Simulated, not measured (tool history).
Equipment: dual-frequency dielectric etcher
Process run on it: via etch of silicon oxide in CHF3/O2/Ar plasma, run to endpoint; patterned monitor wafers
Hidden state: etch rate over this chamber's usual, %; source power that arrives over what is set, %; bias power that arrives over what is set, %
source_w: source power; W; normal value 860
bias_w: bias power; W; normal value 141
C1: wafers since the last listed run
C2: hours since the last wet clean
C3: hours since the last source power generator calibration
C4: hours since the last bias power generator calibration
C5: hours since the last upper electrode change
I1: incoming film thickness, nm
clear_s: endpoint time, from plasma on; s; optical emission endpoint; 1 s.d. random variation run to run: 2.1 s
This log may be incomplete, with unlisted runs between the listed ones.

Run 1, hour 0: usual settings; C1 0; C2 496.1; C3 2215.5; C4 3138.3; C5 4517.2; I1 575.9. Result: clear_s 301.8 s.
Run 2, hour 40.8: usual settings; C1 260; C2 536.9; C3 2256.3; C4 3179.1; C5 4558; I1 571.2. Result: clear_s 302.1 s.
At hour 80.6: wet clean of the chamber.
Run 3, hour 89.4: usual settings; C1 157; C2 8.8; C3 2304.9; C4 3227.7; C5 4606.6; I1 579.9. Result: clear_s 299.3 s.
Run 4, hour 126.5: usual settings but source_w 1020 W; C1 237; C2 45.9; C3 2342; C4 3264.8; C5 4643.7; I1 579.6. Result: clear_s 273 s.
Run 5, hour 210.4: usual settings but source_w 810 W; C1 536; C2 129.8; C3 2425.9; C4 3348.7; C5 4727.6; I1 583. Result: clear_s 310.8 s.
Run 6, hour 272.6: usual settings but source_w 810 W; C1 397; C2 192; C3 2488.1; C4 3410.9; C5 4789.8; I1 577.8. Result: clear_s 311.4 s.
Run 7, hour 321.3: usual settings; C1 311; C2 240.7; C3 2536.8; C4 3459.6; C5 4838.5; I1 579.8. Result: clear_s 303.1 s.
Run 8, hour 395.1: usual settings; C1 471; C2 314.5; C3 2610.6; C4 3533.4; C5 4912.3; I1 574.8. Result: clear_s 304.6 s.
Run 9, hour 432.2: usual settings but source_w 910 W; C1 237; C2 351.6; C3 2647.7; C4 3570.5; C5 4949.4; I1 576.4. Result: clear_s 296.3 s.
At hour 464.1: bias power generator calibrated.
Run 10, hour 518.2: usual settings but source_w 910 W; C1 523; C2 437.6; C3 2733.7; C4 54.1; C5 5035.4; I1 576.7. Result: clear_s 297.4 s.
At hour 569: wet clean of the chamber.
Run 11, hour 615.1: usual settings but source_w 980 W; C1 465; C2 46.1; C3 2830.6; C4 151; C5 5132.3; I1 585.8. Result: clear_s 283.9 s.
Run 12, hour 679.8: usual settings but bias_w 166 W; C1 413; C2 110.8; C3 2895.3; C4 215.7; C5 5197; I1 576.6. Result: clear_s 285.4 s.
At hour 736.4: upper electrode replaced.
Run 13, hour 739.5: usual settings; C1 228; C2 170.5; C3 2955; C4 275.4; C5 3.1; I1 571.9. Result: clear_s 298.4 s.
Run 14, hour 810.4: usual settings but source_w 700 W, bias_w 130 W; C1 452; C2 241.4; C3 3025.9; C4 346.3; C5 74; I1 574.6. Result: clear_s 343.3 s.
At hour 859.9: source power generator calibrated.
Run 15, hour 888.9: usual settings; C1 475; C2 319.9; C3 29; C4 424.8; C5 152.5; I1 574.6. Result: clear_s 304 s.
Run 16, hour 972.6: usual settings but source_w 770 W; C1 534; C2 403.6; C3 112.7; C4 508.5; C5 236.2; I1 572.2. Result: clear_s 323.8 s.
At hour 1026.5: wet clean of the chamber.
Run 17, hour 1035.9: usual settings but source_w 710 W, bias_w 167 W; C1 251; C2 9.4; C3 176; C4 571.8; C5 299.5; I1 577.8. Result: clear_s 311 s.
Run 18, hour 1152.7: usual settings but bias_w 172 W; C1 746; C2 126.2; C3 292.8; C4 688.6; C5 416.3; I1 578.7. Result: clear_s 284.3 s.
Run 19, hour 1254.9: usual settings but bias_w 169 W; C1 652; C2 228.4; C3 395; C4 790.8; C5 518.5; I1 575.7. Result: clear_s 286.1 s.
Run 20, hour 1360.6: usual settings but bias_w 163 W; C1 675; C2 334.1; C3 500.7; C4 896.5; C5 624.2; I1 579.6. Result: clear_s 293.7 s.

Expected results for the next run?
Run 21, hour 1464.5: usual settings but source_w 960 W, bias_w 167 W; C1 663; C2 438; C3 604.6; C4 1000.4; C5 728.1; I1 582.2. Result: clear_s ?.

Run 21 yielded clear_s 277 s.
If the tool had no hidden condition, the same run with the same run-to-run variation would have returned clear_s 267.4 s.

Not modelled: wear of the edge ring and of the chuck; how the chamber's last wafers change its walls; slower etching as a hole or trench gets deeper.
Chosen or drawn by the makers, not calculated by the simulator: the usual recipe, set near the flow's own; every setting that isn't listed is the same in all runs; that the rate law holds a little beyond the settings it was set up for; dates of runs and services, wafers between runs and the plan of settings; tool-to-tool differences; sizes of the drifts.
